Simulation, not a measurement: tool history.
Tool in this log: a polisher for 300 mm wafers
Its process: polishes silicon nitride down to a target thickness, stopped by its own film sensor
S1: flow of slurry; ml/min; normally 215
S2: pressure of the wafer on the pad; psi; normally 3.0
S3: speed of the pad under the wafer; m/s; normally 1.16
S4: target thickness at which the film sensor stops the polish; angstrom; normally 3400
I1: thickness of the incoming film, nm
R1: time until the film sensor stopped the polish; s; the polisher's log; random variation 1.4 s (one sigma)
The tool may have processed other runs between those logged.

run 1 hour=0.0 | S1=215 S2=3.0 S3=1.16 S4=3400 | I1=497.9 | R1=93.4
-- hour=4.7 worn pad replaced by a new one
-- hour=59.1 slurry nozzle cleaned
run 2 hour=79.0 | S1=215 S2=3.0 S3=1.16 S4=3400 | I1=498.0 | R1=89.3
run 3 hour=156.1 | S1=215 S2=3.0 S3=1.16 S4=3400 | I1=494.9 | R1=88.4
run 4 hour=204.4 | S1=215 S2=3.0 S3=1.16 S4=3400 | I1=491.5 | R1=89.0
run 5 hour=273.5 | S1=215 S2=3.0 S3=1.16 S4=3400 | I1=501.1 | R1=96.1
run 6 hour=577.9 | S1=215 S2=3.0 S3=1.16 S4=3400 | I1=502.5 | R1=96.6
run 7 hour=682.3 | S1=215 S2=3.0 S3=0.94 S4=3400 | I1=502.6 | R1=106.6
-- hour=690.5 head pressure recalibrated
run 8 hour=764.8 | S1=215 S2=3.0 S3=0.94 S4=3400 | I1=510.9 | R1=112.8
-- hour=784.8 worn pad replaced by a new one
run 9 hour=845.2 | S1=215 S2=3.0 S3=1.16 S4=3400 | I1=500.0 | R1=91.8
-- hour=885.4 slurry nozzle cleaned
run 10 hour=981.6 | S1=215 S2=3.0 S3=1.16 S4=3400 | I1=508.0 | R1=97.4
run 11 hour=1047.6 | S1=215 S2=3.0 S3=1.16 S4=3400 | I1=506.0 | R1=98.2
run 12 hour=1117.0 | S1=215 S2=3.0 S3=1.16 S4=3400 | I1=497.1 | R1=92.2
run 13 hour=1171.7 | S1=215 S2=3.0 S3=1.16 S4=3400 | I1=493.5 | R1=86.6
run 14 hour=1259.3 | S1=175 S2=3.0 S3=1.16 S4=3400 | I1=497.7 | R1=94.1
run 15 hour=1312.0 | S1=175 S2=3.0 S3=1.16 S4=3400 | I1=508.9 | R1=103.1
-- hour=1405.1 worn pad replaced by a new one
run 16 hour=1412.1 | S1=215 S2=3.0 S3=1.16 S4=3400 | I1=506.3 | R1=96.3
-- hour=1460.0 head pressure recalibrated
run 17 hour=1621.8 | S1=215 S2=4.0 S3=1.16 S4=3400 | I1=495.5 | R1=74.9
-- hour=1648.2 slurry nozzle cleaned
run 18 hour=1659.8 | S1=245 S2=3.6 S3=1.48 S4=3890 | I1=491.5 | R1=45.2
run 19 hour=1724.8 | S1=280 S2=2.4 S3=1.46 S4=3590 | I1=495.8 | R1=77.6
run 20 hour=1829.1 | S1=215 S2=3.0 S3=0.88 S4=3260 | I1=499.9 | R1=117.9
run 21 hour=1927.0 | S1=215 S2=3.0 S3=1.16 S4=3400 | I1=489.4 | R1=87.0
run 22 hour=1976.0 | S1=245 S2=3.0 S3=1.44 S4=3100 | I1=501.5 | R1=96.5

For run 23, what comes out?
run 23 hour=2070.8 | S1=215 S2=3.0 S3=1.42 S4=3400 | I1=489.6 | R1=?

Run 23 gave R1 76.0 s.
Minus the tool's unlogged condition, the same run would have read R1 76.0 s.

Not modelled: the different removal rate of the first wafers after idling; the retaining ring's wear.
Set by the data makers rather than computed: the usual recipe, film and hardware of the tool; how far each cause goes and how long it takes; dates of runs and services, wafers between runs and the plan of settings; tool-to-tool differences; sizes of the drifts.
